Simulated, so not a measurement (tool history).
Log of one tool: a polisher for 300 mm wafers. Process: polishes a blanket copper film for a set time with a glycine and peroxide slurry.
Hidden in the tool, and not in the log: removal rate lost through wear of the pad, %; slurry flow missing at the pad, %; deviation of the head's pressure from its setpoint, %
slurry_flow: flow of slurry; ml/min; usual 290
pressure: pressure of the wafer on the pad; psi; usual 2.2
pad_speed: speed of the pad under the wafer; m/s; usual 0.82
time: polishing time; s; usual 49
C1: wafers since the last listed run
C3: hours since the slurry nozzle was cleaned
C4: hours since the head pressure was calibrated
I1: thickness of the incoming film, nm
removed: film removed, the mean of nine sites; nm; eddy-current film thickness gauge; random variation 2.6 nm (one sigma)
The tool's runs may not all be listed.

Run 1, hour 0: usual settings; C1 0; wafers polished on this pad 595; C3 403.1; C4 733.5; I1 2385.3. Result: removed 176.1 nm.
Run 2, hour 13.4: usual settings; C1 175; wafers polished on this pad 770; C3 416.5; C4 746.9; I1 2352.1. Result: removed 172.5 nm.
At hour 27.6: worn pad replaced by a new one.
Run 3, hour 28.1: usual settings; C1 139; wafers polished on this pad 6; C3 431.2; C4 761.6; I1 2404.1. Result: removed 191.2 nm.
Run 4, hour 44: usual settings; C1 207; wafers polished on this pad 214; C3 447.1; C4 777.5; I1 2337.7. Result: removed 184.1 nm.
Run 5, hour 53.2: usual settings but slurry_flow 270 ml/min; C1 120; wafers polished on this pad 334; C3 456.3; C4 786.7; I1 2401.3. Result: removed 179.1 nm.
Run 6, hour 67: usual settings but slurry_flow 270 ml/min; C1 180; wafers polished on this pad 514; C3 470.1; C4 800.5; I1 2375.5. Result: removed 176.3 nm.
Run 7, hour 75.5: usual settings but slurry_flow 325 ml/min, time 43 s; C1 111; wafers polished on this pad 625; C3 478.6; C4 809; I1 2352.8. Result: removed 151.9 nm.
Run 8, hour 84.3: usual settings but slurry_flow 325 ml/min, time 43 s; C1 114; wafers polished on this pad 740; C3 487.4; C4 817.8; I1 2327.5. Result: removed 155.5 nm.
At hour 96.2: worn pad replaced by a new one.
Run 9, hour 96.7: usual settings but slurry_flow 325 ml/min, time 43 s; C1 109; wafers polished on this pad 6; C3 499.8; C4 830.2; I1 2402.2. Result: removed 167.1 nm.
At hour 99.9: slurry nozzle cleaned.
Run 10, hour 113: usual settings but time 41 s; C1 199; wafers polished on this pad 206; C3 13.1; C4 846.5; I1 2379.2. Result: removed 151.6 nm.
Run 11, hour 127.8: usual settings but time 41 s; C1 193; wafers polished on this pad 399; C3 27.9; C4 861.3; I1 2329.7. Result: removed 149.2 nm.
Run 12, hour 136.9: usual settings but time 41 s; C1 118; wafers polished on this pad 518; C3 37; C4 870.4; I1 2365.9. Result: removed 148.7 nm.
Run 13, hour 149.6: usual settings but pressure 1.9 psi, time 43 s; C1 165; wafers polished on this pad 684; C3 49.7; C4 883.1; I1 2372.9. Result: removed 138 nm.
At hour 162.1: worn pad replaced by a new one.
Run 14, hour 165.5: usual settings but slurry_flow 315 ml/min, pressure 1.9 psi, pad_speed 0.58 m/s, time 56 s; C1 155; wafers polished on this pad 44; C3 65.6; C4 899; I1 2369.7. Result: removed 157.9 nm.
At hour 174.2: head pressure recalibrated.
Run 15, hour 182.9: usual settings but slurry_flow 360 ml/min, pressure 2.8 psi; C1 201; wafers polished on this pad 245; C3 83; C4 8.7; I1 2338.4. Result: removed 214.8 nm.
Run 16, hour 198.4: usual settings but slurry_flow 245 ml/min, pad_speed 1.06 m/s; C1 202; wafers polished on this pad 448; C3 98.5; C4 24.2; I1 2407.8. Result: removed 214.3 nm.
Run 17, hour 211.8: usual settings; C1 175; wafers polished on this pad 623; C3 111.9; C4 37.6; I1 2361.1. Result: removed 174.2 nm.
Run 18, hour 228.9: usual settings; C1 223; wafers polished on this pad 846; C3 129; C4 54.7; I1 2356.4. Result: removed 170 nm.
At hour 239: worn pad replaced by a new one.
Run 19, hour 241.3: usual settings but slurry_flow 340 ml/min, pressure 2.6 psi; C1 109; wafers polished on this pad 30; C3 141.4; C4 67.1; I1 2376.1. Result: removed 210.2 nm.
Run 20, hour 253: usual settings but pressure 1.9 psi; C1 152; wafers polished on this pad 183; C3 153.1; C4 78.8; I1 2354. Result: removed 168.2 nm.
Run 21, hour 263: usual settings but slurry_flow 340 ml/min, time 60 s; C1 130; wafers polished on this pad 314; C3 163.1; C4 88.8; I1 2390.5. Result: removed 221.4 nm.
Run 22, hour 269.8: usual settings but pad_speed 0.96 m/s, time 63 s; C1 88; wafers polished on this pad 403; C3 169.9; C4 95.6; I1 2375.5. Result: removed 256 nm.
Run 23, hour 287: usual settings but slurry_flow 360 ml/min, pad_speed 0.64 m/s; C1 224; wafers polished on this pad 627; C3 187.1; C4 112.8; I1 2364.7. Result: removed 146.3 nm.
Run 24, hour 296.1: usual settings; C1 118; wafers polished on this pad 746; C3 196.2; C4 121.9; I1 2343.1. Result: removed 169.5 nm.

3 ways to go on from here, each from the tool as it stands after run 24. What would each give?
Run A, hour 296.5: usual settings; C1 5; wafers polished on this pad 751; C3 196.6; C4 122.3; I1 2388.3. Result: removed ?.
Run B, hour 296.5: usual settings but pressure 2.7 psi, pad_speed 1.04 m/s; C1 5; wafers polished on this pad 751; C3 196.6; C4 122.3; I1 2388.3. Result: removed ?.
Run C, hour 296.5: usual settings but pad_speed 1 m/s; C1 5; wafers polished on this pad 751; C3 196.6; C4 122.3; I1 2388.3. Result: removed ?.

run  removed
  A    167.7
  B    231.8
  C    195.4
Without the tool's hidden state the same runs would have given:
run  removed
  A    188.7
  B    260.9
  C    219.9

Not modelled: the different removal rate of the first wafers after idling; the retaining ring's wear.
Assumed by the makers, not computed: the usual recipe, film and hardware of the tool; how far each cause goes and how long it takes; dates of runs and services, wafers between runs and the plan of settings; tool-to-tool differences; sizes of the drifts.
